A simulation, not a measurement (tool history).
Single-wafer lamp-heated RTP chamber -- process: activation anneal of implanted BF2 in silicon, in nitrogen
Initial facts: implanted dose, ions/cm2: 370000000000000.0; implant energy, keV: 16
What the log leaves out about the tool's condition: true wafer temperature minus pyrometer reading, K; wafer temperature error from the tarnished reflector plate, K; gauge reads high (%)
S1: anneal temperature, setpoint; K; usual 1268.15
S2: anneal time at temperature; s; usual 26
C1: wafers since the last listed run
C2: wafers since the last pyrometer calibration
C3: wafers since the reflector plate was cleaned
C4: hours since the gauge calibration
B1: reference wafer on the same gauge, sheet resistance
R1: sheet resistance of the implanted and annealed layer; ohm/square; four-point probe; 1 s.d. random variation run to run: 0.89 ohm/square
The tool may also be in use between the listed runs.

Run 1, hour 0.0: usual settings but S2 29 s; C1 0; C2 4837; C3 3169; C4 711.2; B1 326.45. Result: R1 337.48 ohm/square.
At hour 4.2: pyrometer window cleaned and pyrometer calibrated.
At hour 76.6: reflector plate cleaned.
Run 2, hour 105.7: usual settings but S2 29 s; C1 1725; C2 1725; C3 536; C4 816.9; B1 327.13. Result: R1 337.86 ohm/square.
Run 3, hour 207.7: usual settings; C1 1881; C2 3606; C3 2418; C4 918.9; B1 327.01. Result: R1 339.57 ohm/square.
At hour 280.9: pyrometer window cleaned and pyrometer calibrated.
At hour 295.8: reflector plate cleaned.
Run 4, hour 380.5: usual settings; C1 2891; C2 1688; C3 1562; C4 1091.7; B1 326.87. Result: R1 339.03 ohm/square.
Run 5, hour 469.0: usual settings; C1 1632; C2 3320; C3 3194; C4 1180.2; B1 326.96. Result: R1 339.83 ohm/square.
At hour 540.9: reflector plate cleaned.
At hour 542.4: gauge calibrated.
At hour 573.4: pyrometer window cleaned and pyrometer calibrated.
Run 6, hour 573.9: usual settings; C1 1639; C2 8; C3 460; C4 31.5; B1 321.33. Result: R1 334.73 ohm/square.
Run 7, hour 641.0: usual settings; C1 1237; C2 1246; C3 1697; C4 98.6; B1 322.19. Result: R1 334.19 ohm/square.
Run 8, hour 707.2: usual settings but S1 1280.15 K, S2 22 s; C1 1220; C2 2466; C3 2918; C4 164.8; B1 322.87. Result: R1 332.12 ohm/square.
Run 9, hour 749.3: usual settings; C1 776; C2 3243; C3 3695; C4 206.9; B1 322.54. Result: R1 332.97 ohm/square.
At hour 777.8: reflector plate cleaned.
At hour 854.4: pyrometer window cleaned and pyrometer calibrated.
Run 10, hour 854.9: usual settings but S1 1253.15 K, S2 36 s; C1 1652; C2 9; C3 1275; C4 312.5; B1 323.24. Result: R1 339.43 ohm/square.
Run 11, hour 917.3: usual settings but S2 13 s; C1 1150; C2 1160; C3 2425; C4 374.9; B1 324.22. Result: R1 344.55 ohm/square.
Run 12, hour 982.9: usual settings but S1 1246.15 K; C1 1209; C2 2369; C3 3635; C4 440.5; B1 324.31. Result: R1 352.60 ohm/square.
At hour 1002.5: reflector plate cleaned.
Run 13, hour 1056.4: usual settings but S1 1249.15 K, S2 38 s; C1 1207; C2 3577; C3 993; C4 514.0; B1 324.47. Result: R1 344.27 ohm/square.
At hour 1152.1: pyrometer window cleaned and pyrometer calibrated.
Run 14, hour 1152.5: usual settings but S1 1297.15 K, S2 30 s; C1 1624; C2 8; C3 2618; C4 610.1; B1 325.01. Result: R1 327.24 ohm/square.

3 options for the next run, each taken on its own from the tool as it stands now. Forecast them:
Run A, hour 1152.9: usual settings; C1 7; C2 15; C3 2625; C4 610.5; B1 ?. Result: R1 ?.
Run B, hour 1152.9: usual settings but S1 1279.15 K, S2 18 s; C1 7; C2 15; C3 2625; C4 610.5; B1 ?. Result: R1 ?.
Run C, hour 1152.9: usual settings but S1 1240.15 K, S2 19 s; C1 7; C2 15; C3 2625; C4 610.5; B1 ?. Result: R1 ?.

run      B1      R1
  A  325.19  336.85
  B  325.19  336.22
  C  325.19  366.69
Without the tool's hidden state the same runs would have given:
run      R1
  A  333.87
  B  333.25
  C  363.45
